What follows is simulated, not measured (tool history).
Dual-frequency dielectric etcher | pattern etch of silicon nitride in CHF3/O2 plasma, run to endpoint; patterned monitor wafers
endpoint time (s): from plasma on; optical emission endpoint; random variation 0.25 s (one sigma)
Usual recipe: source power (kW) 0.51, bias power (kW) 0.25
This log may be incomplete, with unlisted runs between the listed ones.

| run | hour | source power (kW) | bias power (kW) | incoming incoming film thickness, nm | endpoint time (s) |
|---|---|---|---|---|---|
| 1 | 0 | 0.6 | 0.25 | 65.1 | 38.4 |
| 2 | 24.5 | 0.6 | 0.25 | 65.3 | 38.2 |
| 3 | 92.3 | 0.6 | 0.25 | 64.6 | 37.8 |
| 4 | 137.6 | 0.51 | 0.25 | 64.7 | 38.8 |
| 5 | 186 | 0.51 | 0.25 | 64.6 | 38.8 |
| 6 | 230.9 | 0.51 | 0.25 | 64.6 | 38.9 |
| 7 | 261.9 | 0.51 | 0.25 | 65.1 | 39.2 |
| 8 | 333.3 | 0.48 | 0.25 | 64.9 | 38.7 |
|  | 362.1 | bias power generator calibrated |
|  | 371.9 | upper electrode replaced |
| 9 | 372.4 | 0.48 | 0.25 | 65 | 39.3 |
| 10 | 418.6 | 0.48 | 0.25 | 64.7 | 38.2 |
|  | 492 | wet clean of the chamber |
| 11 | 492.5 | 0.51 | 0.25 | 64.9 | 40.1 |
| 12 | 545.2 | 0.51 | 0.25 | 64.8 | 39.7 |
| 13 | 594.1 | 0.43 | 0.215 | 64.6 | 43.7 |
| 14 | 650.9 | 0.63 | 0.284 | 64.5 | 35.1 |
|  | 660.8 | source power generator calibrated |
| 15 | 681.3 | 0.38 | 0.197 | 65.3 | 46 |
| 16 | 743.9 | 0.55 | 0.212 | 64.5 | 40.5 |
| 17 | 778.4 | 0.4 | 0.277 | 64.5 | 39.1 |
| 18 | 807.8 | 0.46 | 0.297 | 64.6 | 37 |
| 19 | 866.3 | 0.4 | 0.225 | 64.1 | 41.5 |
| 20 | 913.5 | 0.51 | 0.25 | 63.9 | 37.8 |
| 21 | 984.8 | 0.6 | 0.234 | 65.3 | 38.3 |
| 22 | 1009.5 | 0.64 | 0.25 | 64.2 | 36.3 |
| 23 | 1079 | 0.61 | 0.202 | 64.7 | 39.5 |
|  | 1147 | wet clean of the chamber |
| 24 | 1147.5 | 0.51 | 0.25 | 64.8 | 39.5 |
| 25 | 1164.2 | 0.51 | 0.25 | 65 | 40.1 |

Predict each of these 3 candidate next runs independently; none follows another, all start after run 25:
| A | 1164.6 | 0.51 | 0.298 | 64.8 | ? |
| B | 1164.6 | 0.51 | 0.266 | 64.8 | ? |
| C | 1164.6 | 0.55 | 0.295 | 64.8 | ? |

| run | endpoint time (s) |
|---|---|
| A | 36.8 |
| B | 38.4 |
| C | 36.4 |
Without the tool's unlogged condition, the same runs would have read:
| run | endpoint time (s) |
|---|---|
| A | 36.9 |
| B | 38.6 |
| C | 36.5 |
